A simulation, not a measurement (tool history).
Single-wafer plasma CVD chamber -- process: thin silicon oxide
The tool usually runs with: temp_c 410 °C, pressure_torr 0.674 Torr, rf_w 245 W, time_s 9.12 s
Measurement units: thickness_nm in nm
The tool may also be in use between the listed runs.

run	hour	temp_c	pressure_torr	rf_w	time_s	wafers since the last listed run	hours since the last thermocouple change	hours since the last RF generator calibration	hours since the last manometer calibration	hours since the showerhead was replaced	hours since the gauge calibration	read-back reference wafer on the same gauge, thickness_nm	thickness_nm
1	0.0	410	0.674	245	9.12	0	1846.0	1195.4	1342.2	6162.7	391.6	15.911	13.223
2	34.7	410	0.674	245	9.12	637	1880.7	1230.1	1376.9	6197.4	426.3	15.901	13.145
3	182.8	410	0.674	245	9.12	2721	2028.8	1378.2	1525.0	6345.5	574.4	15.897	13.195
4	225.6	410	0.674	245	9.12	786	2071.6	1421.0	1567.8	6388.3	617.2	15.916	13.107
5	303.7	410	0.618	245	9.12	1435	2149.7	1499.1	1645.9	6466.4	695.3	15.895	12.486
6	360.6	410	0.674	245	9.12	1045	2206.6	1556.0	1702.8	6523.3	752.2	15.895	13.118
# hour 401.2: capacitance manometer re-zeroed and calibrated
7	401.7	418	0.674	245	9.12	608	2247.7	1597.1	0.5	6564.4	793.3	15.904	12.974
8	421.9	418	0.674	245	9.12	371	2267.9	1617.3	20.7	6584.6	813.5	15.875	13.005
9	465.7	418	0.674	245	9.12	804	2311.7	1661.1	64.5	6628.4	857.3	15.893	13.057
10	495.3	410	0.674	245	9.12	543	2341.3	1690.7	94.1	6658.0	886.9	15.901	13.258
11	531.0	410	0.674	245	9.12	655	2377.0	1726.4	129.8	6693.7	922.6	15.902	13.038
12	581.0	410	0.733	270	8.59	918	2427.0	1776.4	179.8	6743.7	972.6	15.922	13.576
# hour 610.9: thermocouple changed; heater temperature recalibrated
13	630.8	410	0.674	245	9.82	768	19.9	1826.2	229.6	6793.5	1022.4	15.915	14.119
# hour 655.7: gauge calibrated
14	686.7	402	0.787	230	10.50	1026	75.8	1882.1	285.5	6849.4	31.0	15.899	16.470
# hour 694.7: showerhead replaced
15	732.4	418	0.606	290	9.75	692	121.5	1927.8	331.2	37.7	76.7	15.920	13.764
# hour 816.7: RF generator calibrated
16	918.0	410	0.674	245	9.12	3263	307.1	101.3	516.8	223.3	262.3	15.892	13.038
17	979.2	410	0.674	245	9.12	1124	368.3	162.5	578.0	284.5	323.5	15.897	12.958
18	1009.1	410	0.674	245	9.12	549	398.2	192.4	607.9	314.4	353.4	15.901	12.876
19	1070.5	414	0.674	245	10.04	1128	459.6	253.8	669.3	375.8	414.8	15.900	13.994
# hour 1109.3: RF generator calibrated, repeated, since the last time left the tool worse
20	1109.8	410	0.674	260	9.12	575	498.9	0.5	708.6	415.1	454.1	15.877	13.715
21	1134.0	410	0.674	245	9.12	444	523.1	24.7	732.8	439.3	478.3	15.886	13.492
22	1175.9	410	0.674	245	9.12	769	565.0	66.6	774.7	481.2	520.2	15.908	13.379
23	1234.4	410	0.607	230	9.12	1074	623.5	125.1	833.2	539.7	578.7	15.902	12.067
24	1302.6	410	0.674	245	10.44	1253	691.7	193.3	901.4	607.9	646.9	15.915	15.255
25	1333.5	410	0.674	225	9.12	567	722.6	224.2	932.3	638.8	677.8	15.905	12.920
26	1360.3	418	0.674	275	7.83	492	749.4	251.0	959.1	665.6	704.6	15.882	11.972
27	1391.5	410	0.674	285	9.12	573	780.6	282.2	990.3	696.8	735.8	15.888	14.096
28	1423.3	418	0.674	245	9.12	584	812.4	314.0	1022.1	728.6	767.6	15.877	13.375
29	1486.9	410	0.814	245	7.82	1168	876.0	377.6	1085.7	792.2	831.2	15.895	12.962

Predict each of these 3 candidate next runs independently; none follows another, all start after run 29:
A	1487.3	410	0.557	245	9.12	7	876.4	378.0	1086.1	792.6	831.6	?	?
B	1487.3	410	0.532	220	8.57	7	876.4	378.0	1086.1	792.6	831.6	?	?
C	1487.3	410	0.674	280	9.12	7	876.4	378.0	1086.1	792.6	831.6	?	?

run	read-back reference wafer on the same gauge, thickness_nm	thickness_nm
A	15.912	11.669
B	15.912	10.243
C	15.912	13.871
What these runs would have given with no unlogged condition in the tool:
run	thickness_nm
A	11.780
B	10.341
C	13.996
